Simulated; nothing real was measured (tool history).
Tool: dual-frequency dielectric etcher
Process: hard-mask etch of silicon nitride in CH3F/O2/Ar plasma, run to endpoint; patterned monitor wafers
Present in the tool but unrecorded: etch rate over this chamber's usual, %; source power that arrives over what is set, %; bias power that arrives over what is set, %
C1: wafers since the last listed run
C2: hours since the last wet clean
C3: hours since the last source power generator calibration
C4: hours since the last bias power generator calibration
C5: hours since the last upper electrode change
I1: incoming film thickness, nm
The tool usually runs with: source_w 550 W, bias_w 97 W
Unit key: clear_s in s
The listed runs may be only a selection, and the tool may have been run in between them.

Run 1, hour 0: usual settings; C1 0; C2 624.6; C3 3074; C4 2150.7; C5 3549.8; I1 27.81. Result: clear_s 28.3 s.
Run 2, hour 61.6: usual settings; C1 747; C2 686.2; C3 3135.6; C4 2212.3; C5 3611.4; I1 27.89. Result: clear_s 28.5 s.
At hour 94.1: wet clean of the chamber.
Run 3, hour 126.2: usual settings; C1 492; C2 32.1; C3 3200.2; C4 2276.9; C5 3676; I1 27.96. Result: clear_s 29.6 s.
Run 4, hour 301.6: usual settings but bias_w 102 W; C1 2129; C2 207.5; C3 3375.6; C4 2452.3; C5 3851.4; I1 27.93. Result: clear_s 28.8 s.
Run 5, hour 345.6: usual settings but bias_w 102 W; C1 534; C2 251.5; C3 3419.6; C4 2496.3; C5 3895.4; I1 27.73. Result: clear_s 28.4 s.
Run 6, hour 401.9: usual settings but bias_w 102 W; C1 683; C2 307.8; C3 3475.9; C4 2552.6; C5 3951.7; I1 27.75. Result: clear_s 28.3 s.
Run 7, hour 459.7: usual settings; C1 701; C2 365.6; C3 3533.7; C4 2610.4; C5 4009.5; I1 27.72. Result: clear_s 28.6 s.
Run 8, hour 521.5: usual settings; C1 750; C2 427.4; C3 3595.5; C4 2672.2; C5 4071.3; I1 28.05. Result: clear_s 29.1 s.
Run 9, hour 563.7: usual settings; C1 512; C2 469.6; C3 3637.7; C4 2714.4; C5 4113.5; I1 27.86. Result: clear_s 28.8 s.
Run 10, hour 590.8: usual settings but source_w 460 W, bias_w 116 W; C1 328; C2 496.7; C3 3664.8; C4 2741.5; C5 4140.6; I1 27.75. Result: clear_s 28.6 s.
At hour 660.9: wet clean of the chamber.
Run 11, hour 661.4: usual settings but bias_w 102 W; C1 565; C2 0.5; C3 3735.4; C4 2812.1; C5 4211.2; I1 28.06. Result: clear_s 29.3 s.
Run 12, hour 679.2: usual settings but source_w 470 W, bias_w 114 W; C1 216; C2 18.3; C3 3753.2; C4 2829.9; C5 4229; I1 27.87. Result: clear_s 29.5 s.
Run 13, hour 721.5: usual settings but source_w 420 W; C1 513; C2 60.6; C3 3795.5; C4 2872.2; C5 4271.3; I1 27.81. Result: clear_s 32.7 s.
Run 14, hour 788.3: usual settings; C1 810; C2 127.4; C3 3862.3; C4 2939; C5 4338.1; I1 28.02. Result: clear_s 29.6 s.
At hour 799.6: bias power generator calibrated.
Run 15, hour 819.1: usual settings but source_w 480 W, bias_w 79 W; C1 325; C2 158.2; C3 3893.1; C4 19.5; C5 4368.9; I1 28.06. Result: clear_s 33.3 s.
Run 16, hour 867.7: usual settings but source_w 470 W, bias_w 120 W; C1 589; C2 206.8; C3 3941.7; C4 68.1; C5 4417.5; I1 27.83. Result: clear_s 28.3 s.
Run 17, hour 903.9: usual settings but source_w 510 W, bias_w 111 W; C1 439; C2 243; C3 3977.9; C4 104.3; C5 4453.7; I1 27.69. Result: clear_s 27.9 s.
Run 18, hour 947.8: usual settings; C1 532; C2 286.9; C3 4021.8; C4 148.2; C5 4497.6; I1 27.67. Result: clear_s 28.4 s.
Run 19, hour 1000.1: usual settings but source_w 690 W, bias_w 89 W; C1 634; C2 339.2; C3 4074.1; C4 200.5; C5 4549.9; I1 27.98. Result: clear_s 27.1 s.
At hour 1034.8: upper electrode replaced.
At hour 1062.2: source power generator calibrated.
Run 20, hour 1062.7: usual settings but source_w 660 W, bias_w 107 W; C1 419; C2 401.8; C3 0.5; C4 263.1; C5 27.9; I1 27.92. Result: clear_s 25.6 s.
Run 21, hour 1095.6: usual settings but source_w 440 W; C1 399; C2 434.7; C3 33.4; C4 296; C5 60.8; I1 27.81. Result: clear_s 31 s.
Run 22, hour 1143.5: usual settings but source_w 480 W, bias_w 78 W; C1 581; C2 482.6; C3 81.3; C4 343.9; C5 108.7; I1 27.76. Result: clear_s 32.5 s.
Run 23, hour 1197: usual settings but source_w 420 W, bias_w 78 W; C1 649; C2 536.1; C3 134.8; C4 397.4; C5 162.2; I1 27.61. Result: clear_s 34 s.
Run 24, hour 1222.2: usual settings; C1 305; C2 561.3; C3 160; C4 422.6; C5 187.4; I1 27.8. Result: clear_s 28.1 s.
Run 25, hour 1254.5: usual settings; C1 392; C2 593.6; C3 192.3; C4 454.9; C5 219.7; I1 27.85. Result: clear_s 28.3 s.
At hour 1299.4: wet clean of the chamber.
Run 26, hour 1318.7: usual settings but source_w 450 W, bias_w 75 W; C1 487; C2 19.3; C3 256.5; C4 519.1; C5 283.9; I1 27.85. Result: clear_s 35.1 s.
Run 27, hour 1449.5: usual settings but bias_w 107 W; C1 1587; C2 150.1; C3 387.3; C4 649.9; C5 414.7; I1 28.07. Result: clear_s 28.3 s.
Run 28, hour 1520.1: usual settings but source_w 470 W, bias_w 83 W; C1 856; C2 220.7; C3 457.9; C4 720.5; C5 485.3; I1 27.87. Result: clear_s 32.5 s.
Run 29, hour 1567.9: usual settings but source_w 440 W, bias_w 89 W; C1 580; C2 268.5; C3 505.7; C4 768.3; C5 533.1; I1 27.69. Result: clear_s 32.4 s.
Run 30, hour 1592.1: usual settings but source_w 590 W, bias_w 107 W; C1 293; C2 292.7; C3 529.9; C4 792.5; C5 557.3; I1 27.67. Result: clear_s 26.7 s.
Run 31, hour 1660.5: usual settings but source_w 670 W; C1 830; C2 361.1; C3 598.3; C4 860.9; C5 625.7; I1 27.62. Result: clear_s 26.4 s.
Run 32, hour 1695.5: usual settings but source_w 510 W, bias_w 114 W; C1 424; C2 396.1; C3 633.3; C4 895.9; C5 660.7; I1 27.8. Result: clear_s 27.9 s.
Run 33, hour 1740.5: usual settings; C1 546; C2 441.1; C3 678.3; C4 940.9; C5 705.7; I1 27.85. Result: clear_s 28.8 s.
Run 34, hour 1811.5: usual settings but source_w 450 W, bias_w 74 W; C1 861; C2 512.1; C3 749.3; C4 1011.9; C5 776.7; I1 28.13. Result: clear_s 34.8 s.

Here are 5 independent what-if runs from the current tool condition. What would each one return?
Run A, hour 1811.9: usual settings; C1 4; C2 512.5; C3 749.7; C4 1012.3; C5 777.1; I1 27.74. Result: clear_s ?.
Run B, hour 1811.9: usual settings but source_w 630 W, bias_w 117 W; C1 4; C2 512.5; C3 749.7; C4 1012.3; C5 777.1; I1 27.74. Result: clear_s ?.
Run C, hour 1811.9: usual settings but source_w 470 W, bias_w 73 W; C1 4; C2 512.5; C3 749.7; C4 1012.3; C5 777.1; I1 27.74. Result: clear_s ?.
Run D, hour 1811.9: usual settings but source_w 510 W, bias_w 106 W; C1 4; C2 512.5; C3 749.7; C4 1012.3; C5 777.1; I1 27.74. Result: clear_s ?.
Run E, hour 1811.9: usual settings but source_w 500 W, bias_w 75 W; C1 4; C2 512.5; C3 749.7; C4 1012.3; C5 777.1; I1 27.74. Result: clear_s ?.

run  clear_s
  A     28.4
  B     25.1
  C     33.6
  D     28.3
  E     32.5
With the hidden condition removed and each run's random variation left untouched, the same runs would have given:
run  clear_s
  A     28.9
  B     25.5
  C     34.3
  D     28.8
  E     33.1

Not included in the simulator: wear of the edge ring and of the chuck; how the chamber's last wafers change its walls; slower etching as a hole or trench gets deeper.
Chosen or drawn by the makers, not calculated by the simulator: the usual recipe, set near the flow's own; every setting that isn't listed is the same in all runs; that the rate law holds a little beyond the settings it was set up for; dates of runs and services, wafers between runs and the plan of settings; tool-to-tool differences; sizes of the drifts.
